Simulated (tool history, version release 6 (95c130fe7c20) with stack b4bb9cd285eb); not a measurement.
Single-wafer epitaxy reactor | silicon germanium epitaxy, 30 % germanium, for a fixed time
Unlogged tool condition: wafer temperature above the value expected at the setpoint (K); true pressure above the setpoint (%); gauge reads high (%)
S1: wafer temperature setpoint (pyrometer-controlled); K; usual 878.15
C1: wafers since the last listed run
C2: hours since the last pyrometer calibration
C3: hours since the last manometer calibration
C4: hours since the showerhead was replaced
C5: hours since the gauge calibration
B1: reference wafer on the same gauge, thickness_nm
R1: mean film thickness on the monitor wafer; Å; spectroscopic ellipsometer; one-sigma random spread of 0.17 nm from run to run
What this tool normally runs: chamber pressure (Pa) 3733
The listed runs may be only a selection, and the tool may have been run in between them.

run 1 day=0 | S1=878.15 chamber_pressure_(Pa)=3733 | C1=0 C2=850.2 C3=2038.1 C4=3943.6 C5=949.4 | B1=93.322 | R1=831.03
run 2 day=2.15 | S1=878.15 chamber_pressure_(Pa)=4106 | C1=1350 C2=901.8 C3=2089.7 C4=3995.2 C5=1001 | B1=93.338 | R1=854.81
run 3 day=4.704 | S1=878.15 chamber_pressure_(Pa)=4106 | C1=1603 C2=963.1 C3=2151 C4=4056.5 C5=1062.3 | B1=93.351 | R1=859.5
run 4 day=7.225 | S1=885.15 chamber_pressure_(Pa)=3733 | C1=1582 C2=1023.6 C3=2211.5 C4=4117 C5=1122.8 | B1=93.259 | R1=957.7
run 5 day=9.729 | S1=885.15 chamber_pressure_(Pa)=3733 | C1=1572 C2=1083.7 C3=2271.6 C4=4177.1 C5=1182.9 | B1=93.315 | R1=957.07
-- day=11.388 pyrometer calibrated
run 6 day=13.308 | S1=878.15 chamber_pressure_(Pa)=4453 | C1=2038 C2=46.1 C3=2357.5 C4=4263 C5=1268.8 | B1=93.314 | R1=860.64
run 7 day=15.55 | S1=878.15 chamber_pressure_(Pa)=4453 | C1=1407 C2=99.9 C3=2411.3 C4=4316.8 C5=1322.6 | B1=93.263 | R1=865.61
run 8 day=17.35 | S1=872.15 chamber_pressure_(Pa)=3733 | C1=1130 C2=143.1 C3=2454.5 C4=4360 C5=1365.8 | B1=93.354 | R1=730.96
run 9 day=20.033 | S1=872.15 chamber_pressure_(Pa)=3733 | C1=1684 C2=207.5 C3=2518.9 C4=4424.4 C5=1430.2 | B1=93.312 | R1=731.91
run 10 day=22.004 | S1=872.15 chamber_pressure_(Pa)=3733 | C1=1237 C2=254.8 C3=2566.2 C4=4471.7 C5=1477.5 | B1=93.288 | R1=733.02
-- day=24.067 showerhead replaced
run 11 day=24.996 | S1=878.15 chamber_pressure_(Pa)=3360 | C1=1669 C2=326.6 C3=2638 C4=22.3 C5=1549.3 | B1=93.266 | R1=801.14
run 12 day=27.125 | S1=878.15 chamber_pressure_(Pa)=3360 | C1=1336 C2=377.7 C3=2689.1 C4=73.4 C5=1600.4 | B1=93.355 | R1=800.74
run 13 day=30 | S1=878.15 chamber_pressure_(Pa)=3360 | C1=1805 C2=446.7 C3=2758.1 C4=142.4 C5=1669.4 | B1=93.33 | R1=802.99
run 14 day=32.579 | S1=878.15 chamber_pressure_(Pa)=3733 | C1=1619 C2=508.6 C3=2820 C4=204.3 C5=1731.3 | B1=93.3 | R1=827.15
run 15 day=34.658 | S1=878.15 chamber_pressure_(Pa)=3733 | C1=1305 C2=558.5 C3=2869.9 C4=254.2 C5=1781.2 | B1=93.283 | R1=826.97
run 16 day=36.883 | S1=878.15 chamber_pressure_(Pa)=3733 | C1=1397 C2=611.9 C3=2923.3 C4=307.6 C5=1834.6 | B1=93.334 | R1=830.4
run 17 day=38.788 | S1=891.15 chamber_pressure_(Pa)=4506 | C1=1195 C2=657.6 C3=2969 C4=353.3 C5=1880.3 | B1=93.314 | R1=1124.6
run 18 day=39.858 | S1=878.15 chamber_pressure_(Pa)=3733 | C1=672 C2=683.3 C3=2994.7 C4=379 C5=1906 | B1=93.264 | R1=835.15
run 19 day=42.562 | S1=878.15 chamber_pressure_(Pa)=4520 | C1=1697 C2=748.2 C3=3059.6 C4=443.9 C5=1970.9 | B1=93.355 | R1=882.8
run 20 day=45.346 | S1=886.15 chamber_pressure_(Pa)=3440 | C1=1747 C2=815 C3=3126.4 C4=510.7 C5=2037.7 | B1=93.296 | R1=953.63
-- day=45.75 gauge calibrated
run 21 day=48.171 | S1=882.15 chamber_pressure_(Pa)=4200 | C1=1773 C2=882.8 C3=3194.2 C4=578.5 C5=58.1 | B1=93.315 | R1=935.45
-- day=49.429 capacitance manometer re-zeroed and calibrated
run 22 day=54.45 | S1=878.15 chamber_pressure_(Pa)=3733 | C1=3733 C2=1033.5 C3=120.5 C4=729.2 C5=208.8 | B1=93.306 | R1=817.57
run 23 day=56.429 | S1=878.15 chamber_pressure_(Pa)=3733 | C1=1242 C2=1081 C3=168 C4=776.7 C5=256.3 | B1=93.358 | R1=820.1
run 24 day=57.583 | S1=888.15 chamber_pressure_(Pa)=4493 | C1=724 C2=1108.7 C3=195.7 C4=804.4 C5=284 | B1=93.247 | R1=1046.38
run 25 day=59.804 | S1=878.15 chamber_pressure_(Pa)=3733 | C1=1394 C2=1162 C3=249 C4=857.7 C5=337.3 | B1=93.275 | R1=824.33
run 26 day=62.696 | S1=888.15 chamber_pressure_(Pa)=3360 | C1=1815 C2=1231.4 C3=318.4 C4=927.1 C5=406.7 | B1=93.315 | R1=964.56
-- day=63.571 pyrometer calibrated
run 27 day=69.004 | S1=878.15 chamber_pressure_(Pa)=3733 | C1=3751 C2=130.4 C3=469.8 C4=1078.5 C5=558.1 | B1=93.273 | R1=809.47
run 28 day=71.05 | S1=878.15 chamber_pressure_(Pa)=3733 | C1=1284 C2=179.5 C3=518.9 C4=1127.6 C5=607.2 | B1=93.282 | R1=809.59
run 29 day=73.725 | S1=882.15 chamber_pressure_(Pa)=3240 | C1=1679 C2=243.7 C3=583.1 C4=1191.8 C5=671.4 | B1=93.341 | R1=841.36
run 30 day=74.829 | S1=866.15 chamber_pressure_(Pa)=3733 | C1=693 C2=270.2 C3=609.6 C4=1218.3 C5=697.9 | B1=93.33 | R1=642.2
run 31 day=76.125 | S1=891.15 chamber_pressure_(Pa)=3240 | C1=813 C2=301.3 C3=640.7 C4=1249.4 C5=729 | B1=93.38 | R1=997.8
run 32 day=77.921 | S1=878.15 chamber_pressure_(Pa)=3733 | C1=1127 C2=344.4 C3=683.8 C4=1292.5 C5=772.1 | B1=93.301 | R1=813.26
run 33 day=79.312 | S1=878.15 chamber_pressure_(Pa)=2853 | C1=873 C2=377.8 C3=717.2 C4=1325.9 C5=805.5 | B1=93.318 | R1=755.91
run 34 day=81.625 | S1=878.15 chamber_pressure_(Pa)=4453 | C1=1452 C2=433.3 C3=772.7 C4=1381.4 C5=861 | B1=93.304 | R1=860.79
run 35 day=83.833 | S1=874.15 chamber_pressure_(Pa)=3453 | C1=1386 C2=486.3 C3=825.7 C4=1434.4 C5=914 | B1=93.242 | R1=738.85

Results for each run, recomputed without the tool's hidden state and with each run's random variation untouched:
run=1 R1=800.3
run=2 R1=822.04
run=3 R1=825.18
run=4 R1=918.29
run=5 R1=916.21
run=6 R1=842.93
run=7 R1=846.55
run=8 R1=714.01
run=9 R1=713.66
run=10 R1=713.82
run=11 R1=778.68
run=12 R1=777.21
run=13 R1=777.94
run=14 R1=800
run=15 R1=798.74
run=16 R1=800.89
run=17 R1=1083.7
run=18 R1=803.92
run=19 R1=848.3
run=20 R1=914.96
run=21 R1=895.76
run=22 R1=800.17
run=23 R1=801.59
run=24 R1=1022.5
run=25 R1=803.93
run=26 R1=939.42
run=27 R1=801.43
run=28 R1=800.47
run=29 R1=830.47
run=30 R1=633.23
run=31 R1=983.51
run=32 R1=800.46
run=33 R1=743.33
run=34 R1=845.17
run=35 R1=724.31

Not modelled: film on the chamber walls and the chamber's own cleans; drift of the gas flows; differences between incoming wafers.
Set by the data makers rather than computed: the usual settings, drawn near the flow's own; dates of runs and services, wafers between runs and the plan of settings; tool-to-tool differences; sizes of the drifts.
